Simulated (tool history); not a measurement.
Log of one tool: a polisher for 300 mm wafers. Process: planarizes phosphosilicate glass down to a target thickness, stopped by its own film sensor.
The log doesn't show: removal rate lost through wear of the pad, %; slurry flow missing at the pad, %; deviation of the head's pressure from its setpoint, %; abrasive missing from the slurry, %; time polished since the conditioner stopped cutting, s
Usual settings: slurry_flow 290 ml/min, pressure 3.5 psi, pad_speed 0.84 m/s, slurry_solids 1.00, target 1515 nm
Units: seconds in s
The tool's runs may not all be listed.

run   hour  slurry_flow  pressure  pad_speed  slurry_solids  target  wafers since the last listed run  wafers polished on this pad  hours since the slurry nozzle was cleaned  hours since the head pressure was calibrated  hours since the slurry blender was calibrated  hours since the conditioning disc was replaced  incoming thickness of the incoming film, nm  seconds
  1    0.0          290       3.5       0.84           1.00    1515                                 0                          634                                      421.1                                        1246.2                                          319.0                                           517.0                                       2379.5    112.8
       4.3  -- worn pad replaced by a new one
  2    9.7          290       3.5       0.84           1.00    1515                                43                           40                                      430.8                                        1255.9                                          328.7                                           526.7                                       2367.0    100.2
  3   17.4          290       3.5       0.84           1.00    1515                                58                           98                                      438.5                                        1263.6                                          336.4                                           534.4                                       2376.1    102.3
  4   29.3          260       3.5       0.84           1.00    1635                                89                          188                                      450.4                                        1275.5                                          348.3                                           546.3                                       2338.1     89.7
  5   51.5          260       3.5       0.84           1.00    1635                               167                          355                                      472.6                                        1297.7                                          370.5                                           568.5                                       2355.4     90.2
  6   67.2          290       3.5       0.84           1.00    1515                               118                          474                                      488.3                                        1313.4                                          386.2                                           584.2                                       2339.7    105.1
  7   76.2          290       3.5       0.84           1.00    1515                                67                          542                                      497.3                                        1322.4                                          395.2                                           593.2                                       2334.6    111.7
  8   86.1          290       3.5       1.06           1.00    1686                                74                          616                                      507.2                                        1332.3                                          405.1                                           603.1                                       2348.0     72.8
      89.2  -- head pressure recalibrated
     100.3  -- worn pad replaced by a new one, of another model than before
  9  101.2          370       3.5       0.84           1.00    1783                                68                            6                                      522.3                                          12.0                                          420.2                                           618.2                                       2340.7     62.3
     106.8  -- conditioning disc replaced and pad reconditioned
 10  110.8          290       3.5       0.84           1.00    1515                                57                           64                                      531.9                                          21.6                                          429.8                                             4.0                                       2324.4     94.8
 11  127.9          290       3.5       0.84           1.00    1515                               129                          193                                      549.0                                          38.7                                          446.9                                            21.1                                       2319.7     99.4
     132.5  -- slurry blender recalibrated
 12  135.2          290       3.5       0.84           0.85    1515                                39                          233                                      556.3                                          46.0                                            2.7                                            28.4                                       2316.4    107.2
     140.4  -- slurry nozzle cleaned
 13  150.0          250       3.5       0.84           0.70    1371                               104                          337                                        9.6                                          60.8                                           17.5                                            43.2                                       2347.0    151.0
 14  163.7          290       3.5       0.84           1.10    1515                               103                          440                                       23.3                                          74.5                                           31.2                                            56.9                                       2375.5    106.9
 15  176.0          290       3.5       1.06           1.00    1515                                92                          533                                       35.6                                          86.8                                           43.5                                            69.2                                       2380.8    101.0
     181.6  -- worn pad replaced by a new one
 16  191.8          205       3.5       0.84           1.00    1377                                89                           76                                       51.4                                         102.6                                           59.3                                            85.0                                       2374.1    120.6
 17  206.8          260       3.5       0.84           1.00    1635                               113                          190                                       66.4                                         117.6                                           74.3                                           100.0                                       2318.7     81.5
 18  219.6          290       4.3       0.84           1.00    1515                                96                          286                                       79.2                                         130.4                                           87.1                                           112.8                                       2339.0     85.8
 19  230.3          290       3.5       0.84           1.00    1515                                80                          367                                       89.9                                         141.1                                           97.8                                           123.5                                       2388.6    111.8
 20  241.1          290       3.5       0.68           1.00    1515                                81                          448                                      100.7                                         151.9                                          108.6                                           134.3                                       2326.6    113.4
 21  249.7          220       3.9       0.84           0.90    1683                                64                          513                                      109.3                                         160.5                                          117.2                                           142.9                                       2321.9     80.0
     284.0  -- worn pad replaced by a new one
 22  284.8          290       3.5       0.84           0.90    1515                               234                            5                                      144.4                                         195.6                                          152.3                                           178.0                                       2335.8     97.2
 23  295.4          320       2.5       0.84           1.00    1515                                79                           85                                      155.0                                         206.2                                          162.9                                           188.6                                       2360.7    134.5
 24  306.5          290       3.9       0.96           0.85    1255                                83                          169                                      166.1                                         217.3                                          174.0                                           199.7                                       2333.3    122.9

The tool's hidden state at each run:
slurry flow missing at the pad, %: 0 in every run
deviation of the head's pressure from its setpoint, %: 0 in every run
abrasive missing from the slurry, %: 0 in every run
time polished since the conditioner stopped cutting, s: 0 in every run
H1: removal rate lost through wear of the pad, %
run    H1
  1  13.9
  2  4.37
  3  6.94
  4  9.82
  5  12.9
  6  14.1
  7  14.5
  8  14.8
  9  1.43
 10  5.03
 11  9.18
 12  10.4
 13    12
 14    13
 15  13.5
 16  4.47
 17  8.27
 18  10.3
 19  11.5
 20  12.3
 21  12.7
 22  1.64
 23  5.57
 24  8.44

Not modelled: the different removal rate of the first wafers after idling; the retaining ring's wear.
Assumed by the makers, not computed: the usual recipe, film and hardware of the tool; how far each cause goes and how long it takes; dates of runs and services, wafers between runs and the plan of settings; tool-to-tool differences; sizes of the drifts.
